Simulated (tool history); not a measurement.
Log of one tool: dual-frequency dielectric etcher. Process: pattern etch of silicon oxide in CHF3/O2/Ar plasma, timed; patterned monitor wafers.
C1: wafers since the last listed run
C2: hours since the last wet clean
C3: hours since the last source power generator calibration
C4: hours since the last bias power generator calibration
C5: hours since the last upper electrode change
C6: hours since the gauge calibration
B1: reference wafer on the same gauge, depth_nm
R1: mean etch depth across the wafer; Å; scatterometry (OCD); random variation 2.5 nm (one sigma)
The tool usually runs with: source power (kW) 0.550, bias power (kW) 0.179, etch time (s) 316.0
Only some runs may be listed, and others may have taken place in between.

run 1 hour=0.0 | source_power_(kW)=0.550 bias_power_(kW)=0.199 etch_time_(s)=316.0 | C1=0 C2=358.8 C3=1776.5 C4=1870.1 C5=5156.3 C6=324.2 | B1=652.6 | R1=6211
run 2 hour=8.5 | source_power_(kW)=0.550 bias_power_(kW)=0.199 etch_time_(s)=316.0 | C1=34 C2=367.3 C3=1785.0 C4=1878.6 C5=5164.8 C6=332.7 | B1=653.1 | R1=6246
-- hour=9.0 gauge calibrated
run 3 hour=15.2 | source_power_(kW)=0.550 bias_power_(kW)=0.168 etch_time_(s)=335.5 | C1=27 C2=374.0 C3=1791.7 C4=1885.3 C5=5171.5 C6=6.2 | B1=653.3 | R1=6214
run 4 hour=30.9 | source_power_(kW)=0.660 bias_power_(kW)=0.179 etch_time_(s)=316.0 | C1=63 C2=389.7 C3=1807.4 C4=1901.0 C5=5187.2 C6=21.9 | B1=653.4 | R1=6294
run 5 hour=48.6 | source_power_(kW)=0.660 bias_power_(kW)=0.179 etch_time_(s)=316.0 | C1=72 C2=407.4 C3=1825.1 C4=1918.7 C5=5204.9 C6=39.6 | B1=653.0 | R1=6263
run 6 hour=62.0 | source_power_(kW)=0.550 bias_power_(kW)=0.179 etch_time_(s)=316.0 | C1=54 C2=420.8 C3=1838.5 C4=1932.1 C5=5218.3 C6=53.0 | B1=653.2 | R1=5948
-- hour=70.1 source power generator calibrated
run 7 hour=76.5 | source_power_(kW)=0.550 bias_power_(kW)=0.179 etch_time_(s)=316.0 | C1=42 C2=435.3 C3=6.4 C4=1946.6 C5=5232.8 C6=67.5 | B1=652.6 | R1=5936
-- hour=107.6 wet clean of the chamber
-- hour=123.1 upper electrode replaced
run 8 hour=123.6 | source_power_(kW)=0.550 bias_power_(kW)=0.179 etch_time_(s)=390.0 | C1=31 C2=16.0 C3=53.5 C4=1993.7 C5=0.5 C6=114.6 | B1=653.4 | R1=7617
run 9 hour=124.0 | source_power_(kW)=0.620 bias_power_(kW)=0.179 etch_time_(s)=316.0 | C1=1 C2=16.4 C3=53.9 C4=1994.1 C5=0.9 C6=115.0 | B1=652.7 | R1=6391
run 10 hour=127.7 | source_power_(kW)=0.640 bias_power_(kW)=0.179 etch_time_(s)=250.5 | C1=15 C2=20.1 C3=57.6 C4=1997.8 C5=4.6 C6=118.7 | B1=653.1 | R1=5076
run 11 hour=139.8 | source_power_(kW)=0.430 bias_power_(kW)=0.152 etch_time_(s)=316.0 | C1=49 C2=32.2 C3=69.7 C4=2009.9 C5=16.7 C6=130.8 | B1=653.1 | R1=5445
run 12 hour=146.5 | source_power_(kW)=0.460 bias_power_(kW)=0.218 etch_time_(s)=257.5 | C1=27 C2=38.9 C3=76.4 C4=2016.6 C5=23.4 C6=137.5 | B1=652.8 | R1=5218
run 13 hour=161.6 | source_power_(kW)=0.550 bias_power_(kW)=0.179 etch_time_(s)=316.0 | C1=61 C2=54.0 C3=91.5 C4=2031.7 C5=38.5 C6=152.6 | B1=653.9 | R1=6160
run 14 hour=175.1 | source_power_(kW)=0.660 bias_power_(kW)=0.139 etch_time_(s)=285.5 | C1=54 C2=67.5 C3=105.0 C4=2045.2 C5=52.0 C6=166.1 | B1=653.1 | R1=5261
run 15 hour=185.4 | source_power_(kW)=0.430 bias_power_(kW)=0.219 etch_time_(s)=395.0 | C1=41 C2=77.8 C3=115.3 C4=2055.5 C5=62.3 C6=176.4 | B1=652.5 | R1=7927
-- hour=191.6 bias power generator calibrated
run 16 hour=200.2 | source_power_(kW)=0.430 bias_power_(kW)=0.179 etch_time_(s)=221.5 | C1=43 C2=92.6 C3=130.1 C4=8.6 C5=77.1 C6=191.2 | B1=653.1 | R1=4086
run 17 hour=206.6 | source_power_(kW)=0.450 bias_power_(kW)=0.179 etch_time_(s)=261.5 | C1=26 C2=99.0 C3=136.5 C4=15.0 C5=83.5 C6=197.6 | B1=652.8 | R1=4839
run 18 hour=214.0 | source_power_(kW)=0.550 bias_power_(kW)=0.179 etch_time_(s)=316.0 | C1=30 C2=106.4 C3=143.9 C4=22.4 C5=90.9 C6=205.0 | B1=652.8 | R1=6122
run 19 hour=230.6 | source_power_(kW)=0.550 bias_power_(kW)=0.179 etch_time_(s)=316.0 | C1=67 C2=123.0 C3=160.5 C4=39.0 C5=107.5 C6=221.6 | B1=653.3 | R1=6149
run 20 hour=245.7 | source_power_(kW)=0.420 bias_power_(kW)=0.166 etch_time_(s)=238.0 | C1=61 C2=138.1 C3=175.6 C4=54.1 C5=122.6 C6=236.7 | B1=652.4 | R1=4196
run 21 hour=256.6 | source_power_(kW)=0.550 bias_power_(kW)=0.219 etch_time_(s)=316.0 | C1=44 C2=149.0 C3=186.5 C4=65.0 C5=133.5 C6=247.6 | B1=653.3 | R1=6670
run 22 hour=271.3 | source_power_(kW)=0.500 bias_power_(kW)=0.198 etch_time_(s)=375.0 | C1=59 C2=163.7 C3=201.2 C4=79.7 C5=148.2 C6=262.3 | B1=653.2 | R1=7398
run 23 hour=287.7 | source_power_(kW)=0.470 bias_power_(kW)=0.204 etch_time_(s)=316.0 | C1=66 C2=180.1 C3=217.6 C4=96.1 C5=164.6 C6=278.7 | B1=652.7 | R1=6210
run 24 hour=297.8 | source_power_(kW)=0.640 bias_power_(kW)=0.216 etch_time_(s)=392.0 | C1=41 C2=190.2 C3=227.7 C4=106.2 C5=174.7 C6=288.8 | B1=653.1 | R1=8484
run 25 hour=307.8 | source_power_(kW)=0.550 bias_power_(kW)=0.156 etch_time_(s)=235.5 | C1=40 C2=200.2 C3=237.7 C4=116.2 C5=184.7 C6=298.8 | B1=653.1 | R1=4285
run 26 hour=316.4 | source_power_(kW)=0.670 bias_power_(kW)=0.214 etch_time_(s)=316.0 | C1=35 C2=208.8 C3=246.3 C4=124.8 C5=193.3 C6=307.4 | B1=652.3 | R1=6882
run 27 hour=333.0 | source_power_(kW)=0.600 bias_power_(kW)=0.179 etch_time_(s)=316.0 | C1=67 C2=225.4 C3=262.9 C4=141.4 C5=209.9 C6=324.0 | B1=653.7 | R1=6212
run 28 hour=348.3 | source_power_(kW)=0.620 bias_power_(kW)=0.216 etch_time_(s)=251.0 | C1=62 C2=240.7 C3=278.2 C4=156.7 C5=225.2 C6=339.3 | B1=653.6 | R1=5361
run 29 hour=366.2 | source_power_(kW)=0.550 bias_power_(kW)=0.179 etch_time_(s)=228.0 | C1=72 C2=258.6 C3=296.1 C4=174.6 C5=243.1 C6=357.2 | B1=652.9 | R1=4359

5 ways to go on from here, each from the tool as it stands after run 29. What would each give?
run A hour=366.7 | source_power_(kW)=0.550 bias_power_(kW)=0.214 etch_time_(s)=316.0 | C1=2 C2=259.1 C3=296.6 C4=175.1 C5=243.6 C6=357.7 | B1=? | R1=?
run B hour=366.7 | source_power_(kW)=0.550 bias_power_(kW)=0.219 etch_time_(s)=230.0 | C1=2 C2=259.1 C3=296.6 C4=175.1 C5=243.6 C6=357.7 | B1=? | R1=?
run C hour=366.7 | source_power_(kW)=0.550 bias_power_(kW)=0.145 etch_time_(s)=316.0 | C1=2 C2=259.1 C3=296.6 C4=175.1 C5=243.6 C6=357.7 | B1=? | R1=?
run D hour=366.7 | source_power_(kW)=0.620 bias_power_(kW)=0.204 etch_time_(s)=221.5 | C1=2 C2=259.1 C3=296.6 C4=175.1 C5=243.6 C6=357.7 | B1=? | R1=?
run E hour=366.7 | source_power_(kW)=0.600 bias_power_(kW)=0.179 etch_time_(s)=359.0 | C1=2 C2=259.1 C3=296.6 C4=175.1 C5=243.6 C6=357.7 | B1=? | R1=?

run=A B1=653.0 R1=6537
run=B B1=653.0 R1=4803
run=C B1=653.0 R1=5577
run=D B1=653.0 R1=4624
run=E B1=653.0 R1=7049
With no hidden state in the tool, these same runs would have given:
run=A R1=6639
run=B R1=4878
run=C R1=5664
run=D R1=4696
run=E R1=7159
